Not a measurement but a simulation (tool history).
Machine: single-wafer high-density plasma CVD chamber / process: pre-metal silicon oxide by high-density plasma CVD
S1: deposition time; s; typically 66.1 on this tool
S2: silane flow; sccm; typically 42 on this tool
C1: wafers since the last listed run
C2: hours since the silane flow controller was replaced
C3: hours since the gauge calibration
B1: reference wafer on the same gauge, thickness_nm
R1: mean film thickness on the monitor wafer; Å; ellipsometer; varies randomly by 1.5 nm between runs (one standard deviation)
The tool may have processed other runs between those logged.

Run 1, hour 0.0: usual settings but S1 70.8 s; C1 0; C2 613.0; C3 622.6; B1 261.173. Result: R1 2988.23 Å.
Run 2, hour 25.7: usual settings but S2 45 sccm; C1 495; C2 638.7; C3 648.3; B1 260.853. Result: R1 2913.50 Å.
Run 3, hour 51.5: usual settings but S2 45 sccm; C1 497; C2 664.5; C3 674.1; B1 261.441. Result: R1 2939.83 Å.
Run 4, hour 82.4: usual settings; C1 595; C2 695.4; C3 705.0; B1 261.675. Result: R1 2823.44 Å.
Run 5, hour 112.7: usual settings; C1 584; C2 725.7; C3 735.3; B1 261.926. Result: R1 2801.84 Å.
Run 6, hour 125.3: usual settings; C1 242; C2 738.3; C3 747.9; B1 262.170. Result: R1 2826.63 Å.
Run 7, hour 174.7: usual settings; C1 952; C2 787.7; C3 797.3; B1 263.224. Result: R1 2822.90 Å.
Run 8, hour 204.0: usual settings; C1 564; C2 817.0; C3 826.6; B1 262.820. Result: R1 2843.51 Å.
Run 9, hour 235.5: usual settings; C1 607; C2 848.5; C3 858.1; B1 263.248. Result: R1 2805.36 Å.
Run 10, hour 256.5: usual settings but S1 76.6 s; C1 404; C2 869.5; C3 879.1; B1 263.634. Result: R1 3278.22 Å.
Run 11, hour 274.6: usual settings but S1 76.6 s; C1 348; C2 887.6; C3 897.2; B1 263.763. Result: R1 3265.83 Å.
Run 12, hour 294.2: usual settings but S1 76.6 s; C1 377; C2 907.2; C3 916.8; B1 263.875. Result: R1 3287.02 Å.
Run 13, hour 323.3: usual settings; C1 560; C2 936.3; C3 945.9; B1 264.000. Result: R1 2828.75 Å.
Run 14, hour 341.9: usual settings; C1 358; C2 954.9; C3 964.5; B1 264.691. Result: R1 2829.58 Å.
Run 15, hour 356.5: usual settings; C1 281; C2 969.5; C3 979.1; B1 264.407. Result: R1 2840.93 Å.
Run 16, hour 388.2: usual settings; C1 611; C2 1001.2; C3 1010.8; B1 265.288. Result: R1 2847.34 Å.
Run 17, hour 405.2: usual settings; C1 327; C2 1018.2; C3 1027.8; B1 265.338. Result: R1 2880.69 Å.
Run 18, hour 440.0: usual settings; C1 670; C2 1053.0; C3 1062.6; B1 265.596. Result: R1 2843.25 Å.
Run 19, hour 468.7: usual settings; C1 553; C2 1081.7; C3 1091.3; B1 266.516. Result: R1 2877.77 Å.
Run 20, hour 502.3: usual settings; C1 647; C2 1115.3; C3 1124.9; B1 266.930. Result: R1 2867.01 Å.
Run 21, hour 518.9: usual settings; C1 320; C2 1131.9; C3 1141.5; B1 266.778. Result: R1 2887.15 Å.
Run 22, hour 541.2: usual settings but S1 59.2 s, S2 37 sccm; C1 429; C2 1154.2; C3 1163.8; B1 267.328. Result: R1 2419.55 Å.
Run 23, hour 564.9: usual settings but S1 79.3 s, S2 36 sccm; C1 456; C2 1177.9; C3 1187.5; B1 267.926. Result: R1 3181.40 Å.
Run 24, hour 587.7: usual settings but S1 60.8 s, S2 47 sccm; C1 439; C2 1200.7; C3 1210.3; B1 267.817. Result: R1 2803.69 Å.
Run 25, hour 603.1: usual settings but S1 60.8 s, S2 38 sccm; C1 296; C2 1216.1; C3 1225.7; B1 268.454. Result: R1 2516.61 Å.
Run 26, hour 636.1: usual settings but S1 72.3 s, S2 45 sccm; C1 636; C2 1249.1; C3 1258.7; B1 269.074. Result: R1 3260.01 Å.
Run 27, hour 741.2: usual settings but S1 78.7 s, S2 46 sccm; C1 2026; C2 1354.2; C3 1363.8; B1 270.389. Result: R1 3635.63 Å.
Run 28, hour 758.2: usual settings but S1 59.4 s, S2 50 sccm; C1 327; C2 1371.2; C3 1380.8; B1 270.727. Result: R1 2855.51 Å.
At hour 845.8: silane flow controller replaced.
Run 29, hour 846.3: usual settings but S1 75.7 s, S2 47 sccm; C1 1544; C2 0.5; C3 1468.9; B1 272.629. Result: R1 3532.80 Å.
At hour 850.9: gauge calibrated.
Run 30, hour 877.7: usual settings; C1 605; C2 31.9; C3 26.8; B1 259.821. Result: R1 2791.68 Å.
Run 31, hour 911.2: usual settings; C1 645; C2 65.4; C3 60.3; B1 259.663. Result: R1 2761.40 Å.
Run 32, hour 944.3: usual settings but S1 53.4 s, S2 39 sccm; C1 638; C2 98.5; C3 93.4; B1 259.641. Result: R1 2154.88 Å.
Run 33, hour 962.2: usual settings; C1 345; C2 116.4; C3 111.3; B1 259.811. Result: R1 2775.97 Å.
Run 34, hour 992.8: usual settings; C1 589; C2 147.0; C3 141.9; B1 259.753. Result: R1 2802.57 Å.
Run 35, hour 1024.7: usual settings; C1 614; C2 178.9; C3 173.8; B1 259.444. Result: R1 2779.51 Å.
Run 36, hour 1037.9: usual settings; C1 254; C2 192.1; C3 187.0; B1 260.174. Result: R1 2771.02 Å.
Run 37, hour 1062.4: usual settings but S1 69.5 s, S2 45 sccm; C1 472; C2 216.6; C3 211.5; B1 259.983. Result: R1 3045.36 Å.
Run 38, hour 1079.2: usual settings but S2 46 sccm; C1 323; C2 233.4; C3 228.3; B1 259.828. Result: R1 2933.46 Å.
Run 39, hour 1103.0: usual settings but S1 59.1 s; C1 458; C2 257.2; C3 252.1; B1 259.926. Result: R1 2492.73 Å.
Run 40, hour 1115.2: usual settings but S2 49 sccm; C1 235; C2 269.4; C3 264.3; B1 259.626. Result: R1 3015.31 Å.
Run 41, hour 1136.9: usual settings; C1 418; C2 291.1; C3 286.0; B1 260.467. Result: R1 2805.52 Å.
Run 42, hour 1162.7: usual settings; C1 497; C2 316.9; C3 311.8; B1 259.732. Result: R1 2777.47 Å.
Run 43, hour 1186.5: usual settings; C1 458; C2 340.7; C3 335.6; B1 260.400. Result: R1 2801.69 Å.
Run 44, hour 1213.3: usual settings but S2 44 sccm; C1 516; C2 367.5; C3 362.4; B1 260.629. Result: R1 2899.05 Å.
Run 45, hour 1243.7: usual settings but S1 75.5 s; C1 586; C2 397.9; C3 392.8; B1 260.644. Result: R1 3187.81 Å.

Branching from run 45: 5 alternative next runs. What would each branch give?
Run A, hour 1244.1: usual settings but S1 57.1 s; C1 7; C2 398.3; C3 393.2; B1 ?. Result: R1 ?.
Run B, hour 1244.1: usual settings but S1 72.7 s, S2 50 sccm; C1 7; C2 398.3; C3 393.2; B1 ?. Result: R1 ?.
Run C, hour 1244.1: usual settings but S1 58.6 s, S2 37 sccm; C1 7; C2 398.3; C3 393.2; B1 ?. Result: R1 ?.
Run D, hour 1244.1: usual settings but S2 38 sccm; C1 7; C2 398.3; C3 393.2; B1 ?. Result: R1 ?.
Run E, hour 1244.1: usual settings but S1 74.6 s, S2 35 sccm; C1 7; C2 398.3; C3 393.2; B1 ?. Result: R1 ?.

run       B1       R1
  A  260.493  2422.29
  B  260.493  3389.53
  C  260.493  2332.04
  D  260.493  2665.23
  E  260.493  2890.42
Without the tool's unlogged condition, the same runs would have read:
run       R1
  A  2416.70
  B  3381.70
  C  2326.66
  D  2659.07
  E  2883.74
